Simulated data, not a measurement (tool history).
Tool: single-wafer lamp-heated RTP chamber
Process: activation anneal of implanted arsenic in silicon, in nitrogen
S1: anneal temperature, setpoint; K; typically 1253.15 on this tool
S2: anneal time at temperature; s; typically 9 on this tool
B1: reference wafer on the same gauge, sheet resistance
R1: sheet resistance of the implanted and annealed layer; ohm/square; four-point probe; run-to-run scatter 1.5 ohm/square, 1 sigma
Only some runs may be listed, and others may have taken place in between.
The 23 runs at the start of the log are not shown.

Run 24, hour 333.6: usual settings but S1 1243.15 K, S2 7 s; B1 227.12. Result: R1 255.76 ohm/square.
Run 25, hour 348.8: usual settings; B1 227. Result: R1 240.61 ohm/square.
Run 26, hour 363.7: usual settings but S1 1224.15 K, S2 11 s; B1 227.27. Result: R1 260.83 ohm/square.
Run 27, hour 381.1: usual settings; B1 226.74. Result: R1 241.02 ohm/square.
At hour 383.3: gauge calibrated.
Run 28, hour 396.2: usual settings but S2 14 s; B1 226.87. Result: R1 230.82 ohm/square.
Run 29, hour 408.9: usual settings but S1 1241.15 K, S2 12 s; B1 227.44. Result: R1 242.99 ohm/square.
Run 30, hour 423.5: usual settings but S1 1242.15 K, S2 4 s; B1 226.84. Result: R1 270.37 ohm/square.
Run 31, hour 435: usual settings but S2 13 s; B1 226.88. Result: R1 229.75 ohm/square.
Run 32, hour 446.6: usual settings but S2 6 s; B1 227.36. Result: R1 250.85 ohm/square.
Run 33, hour 459: usual settings but S1 1243.15 K, S2 4 s; B1 227.33. Result: R1 268.63 ohm/square.
Run 34, hour 476.6: usual settings but S1 1237.15 K, S2 12 s; B1 227.01. Result: R1 243.47 ohm/square.
Run 35, hour 488.4: usual settings; B1 226.66. Result: R1 241.66 ohm/square.
Run 36, hour 503.1: usual settings but S1 1275.15 K, S2 14 s; B1 227.14. Result: R1 215.82 ohm/square.
At hour 549.1: pyrometer window cleaned and pyrometer calibrated.
Run 37, hour 549.6: usual settings; B1 226.78. Result: R1 246.83 ohm/square.

Forecast each of these 4 alternatives for the next run:
Run A, hour 550: usual settings; B1 ?. Result: R1 ?.
Run B, hour 550: usual settings but S1 1229.15 K; B1 ?. Result: R1 ?.
Run C, hour 550: usual settings but S1 1228.15 K; B1 ?. Result: R1 ?.
Run D, hour 550: usual settings but S2 7 s; B1 ?. Result: R1 ?.

run      B1      R1
  A  226.62  247.71
  B  226.62  269.24
  C  226.62  270.22
  D  226.62  254.14
Without the tool's hidden state the same runs would have given:
run      R1
  A  248.37
  B  270.03
  C  271.01
  D  254.83

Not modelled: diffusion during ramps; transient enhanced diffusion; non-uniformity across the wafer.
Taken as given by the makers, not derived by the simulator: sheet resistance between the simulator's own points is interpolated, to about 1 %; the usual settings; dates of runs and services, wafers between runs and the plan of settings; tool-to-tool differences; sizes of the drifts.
